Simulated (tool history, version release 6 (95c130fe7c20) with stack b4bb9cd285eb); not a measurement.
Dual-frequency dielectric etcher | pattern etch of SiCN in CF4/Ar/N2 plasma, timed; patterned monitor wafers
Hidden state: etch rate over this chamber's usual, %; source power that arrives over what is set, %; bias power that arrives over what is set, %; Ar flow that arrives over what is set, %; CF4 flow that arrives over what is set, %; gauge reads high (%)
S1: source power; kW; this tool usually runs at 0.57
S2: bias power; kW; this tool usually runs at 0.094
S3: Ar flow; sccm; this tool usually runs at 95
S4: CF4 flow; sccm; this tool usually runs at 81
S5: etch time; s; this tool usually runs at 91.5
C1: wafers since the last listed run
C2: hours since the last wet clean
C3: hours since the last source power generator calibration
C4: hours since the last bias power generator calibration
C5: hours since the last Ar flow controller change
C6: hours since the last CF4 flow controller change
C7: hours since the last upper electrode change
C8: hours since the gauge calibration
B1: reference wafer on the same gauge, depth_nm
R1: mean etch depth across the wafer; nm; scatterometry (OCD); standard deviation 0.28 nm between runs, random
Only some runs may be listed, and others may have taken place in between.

run 1 hour=0 | S1=0.57 S2=0.094 S3=95 S4=81 S5=91.5 | C1=0 C2=284.5 C3=2061.3 C4=2208.5 C5=5554.8 C6=2772.4 C7=3144 C8=296.6 | B1=120.9 | R1=111
run 2 hour=27.7 | S1=0.57 S2=0.094 S3=95 S4=81 S5=91.5 | C1=372 C2=312.2 C3=2089 C4=2236.2 C5=5582.5 C6=2800.1 C7=3171.7 C8=324.3 | B1=121 | R1=111.2
run 3 hour=61.5 | S1=0.57 S2=0.094 S3=95 S4=81 S5=91.5 | C1=454 C2=346 C3=2122.8 C4=2270 C5=5616.3 C6=2833.9 C7=3205.5 C8=358.1 | B1=121 | R1=111
run 4 hour=95.4 | S1=0.57 S2=0.094 S3=95 S4=81 S5=91.5 | C1=455 C2=379.9 C3=2156.7 C4=2303.9 C5=5650.2 C6=2867.8 C7=3239.4 C8=392 | B1=120.9 | R1=111.4
-- hour=138.2 Ar flow controller replaced
-- hour=139.1 wet clean of the chamber
run 5 hour=139.6 | S1=0.57 S2=0.094 S3=95 S4=81 S5=91.5 | C1=501 C2=0.5 C3=2200.9 C4=2348.1 C5=1.4 C6=2912 C7=3283.6 C8=436.2 | B1=120.9 | R1=108.9
run 6 hour=150.9 | S1=0.52 S2=0.094 S3=95 S4=81 S5=91.5 | C1=151 C2=11.8 C3=2212.2 C4=2359.4 C5=12.7 C6=2923.3 C7=3294.9 C8=447.5 | B1=121 | R1=102.3
-- hour=168.9 source power generator calibrated
run 7 hour=175 | S1=0.52 S2=0.094 S3=95 S4=81 S5=91.5 | C1=270 C2=35.9 C3=6.1 C4=2383.5 C5=36.8 C6=2947.4 C7=3319 C8=471.6 | B1=121 | R1=105.2
run 8 hour=198.6 | S1=0.52 S2=0.094 S3=95 S4=81 S5=91.5 | C1=317 C2=59.5 C3=29.7 C4=2407.1 C5=60.4 C6=2971 C7=3342.6 C8=495.2 | B1=120.9 | R1=105.1
run 9 hour=234.3 | S1=0.57 S2=0.094 S3=95 S4=81 S5=91.5 | C1=479 C2=95.2 C3=65.4 C4=2442.8 C5=96.1 C6=3006.7 C7=3378.3 C8=530.9 | B1=121 | R1=111.7
run 10 hour=298.5 | S1=0.57 S2=0.114 S3=115 S4=81 S5=116 | C1=862 C2=159.4 C3=129.6 C4=2507 C5=160.3 C6=3070.9 C7=3442.5 C8=595.1 | B1=121 | R1=149.2
run 11 hour=313.3 | S1=0.57 S2=0.094 S3=95 S4=81 S5=91.5 | C1=198 C2=174.2 C3=144.4 C4=2521.8 C5=175.1 C6=3085.7 C7=3457.3 C8=609.9 | B1=121 | R1=112.6
run 12 hour=334.8 | S1=0.66 S2=0.081 S3=116 S4=81 S5=91.5 | C1=288 C2=195.7 C3=165.9 C4=2543.3 C5=196.6 C6=3107.2 C7=3478.8 C8=631.4 | B1=121 | R1=117
-- hour=350.3 gauge calibrated
-- hour=367.7 upper electrode replaced
run 13 hour=368.2 | S1=0.57 S2=0.11 S3=95 S4=72 S5=91.5 | C1=126 C2=229.1 C3=199.3 C4=2576.7 C5=230 C6=3140.6 C7=0.5 C8=17.9 | B1=121 | R1=117.3
run 14 hour=380.5 | S1=0.57 S2=0.094 S3=95 S4=81 S5=91.5 | C1=165 C2=241.4 C3=211.6 C4=2589 C5=242.3 C6=3152.9 C7=12.8 C8=30.2 | B1=121.1 | R1=112.9
run 15 hour=408.6 | S1=0.57 S2=0.094 S3=95 S4=81 S5=105.5 | C1=377 C2=269.5 C3=239.7 C4=2617.1 C5=270.4 C6=3181 C7=40.9 C8=58.3 | B1=121.1 | R1=130.6
-- hour=416.1 CF4 flow controller replaced
run 16 hour=426.1 | S1=0.66 S2=0.094 S3=75 S4=81 S5=91.5 | C1=154 C2=287 C3=257.2 C4=2634.6 C5=287.9 C6=10 C7=58.4 C8=75.8 | B1=121 | R1=129.8
run 17 hour=439.7 | S1=0.49 S2=0.094 S3=95 S4=81 S5=91.5 | C1=182 C2=300.6 C3=270.8 C4=2648.2 C5=301.5 C6=23.6 C7=72 C8=89.4 | B1=120.9 | R1=103
-- hour=455 bias power generator calibrated
run 18 hour=466.3 | S1=0.57 S2=0.094 S3=95 S4=81 S5=91.5 | C1=303 C2=327.2 C3=297.4 C4=11.3 C5=328.1 C6=50.2 C7=98.6 C8=116 | B1=121 | R1=114.5
run 19 hour=495.9 | S1=0.65 S2=0.117 S3=78 S4=87 S5=91.5 | C1=397 C2=356.8 C3=327 C4=40.9 C5=357.7 C6=79.8 C7=128.2 C8=145.6 | B1=121 | R1=138.6
run 20 hour=529.9 | S1=0.57 S2=0.094 S3=95 S4=81 S5=91.5 | C1=456 C2=390.8 C3=361 C4=74.9 C5=391.7 C6=113.8 C7=162.2 C8=179.6 | B1=121.1 | R1=115
run 21 hour=562.1 | S1=0.57 S2=0.094 S3=103 S4=81 S5=104 | C1=432 C2=423 C3=393.2 C4=107.1 C5=423.9 C6=146 C7=194.4 C8=211.8 | B1=121.1 | R1=128.9
-- hour=615 wet clean of the chamber
run 22 hour=647 | S1=0.57 S2=0.094 S3=95 S4=81 S5=91.5 | C1=818 C2=32 C3=478.1 C4=192 C5=508.8 C6=230.9 C7=279.3 C8=296.7 | B1=121 | R1=110.8

A few steps of R1 between consecutive runs. Split each: what settings, incoming material and random variation would produce without the hidden state, and what is left over for the hidden state, along with gauge scatter present in only one of the two compared results (measured, and without hidden state):
Run 4 -> 5: Ar flow controller replaced, wet clean of the chamber. R1 -2.5 nm: hidden state -3, all else +0.5.
Run 9 -> 10: S2 0.094 -> 0.114, S3 95 -> 115, S5 91.5 -> 116. R1 +37.5 nm: hidden state +1, all else +36.5.
Run 10 -> 11: S2 0.114 -> 0.094, S3 115 -> 95, S5 116 -> 91.5. R1 -36.6 nm: hidden state -0.3, all else -36.3.
Run 21 -> 22: S3 103 -> 95, S5 104 -> 91.5, wet clean of the chamber. R1 -18.1 nm: hidden state -4.7, all else -13.4.
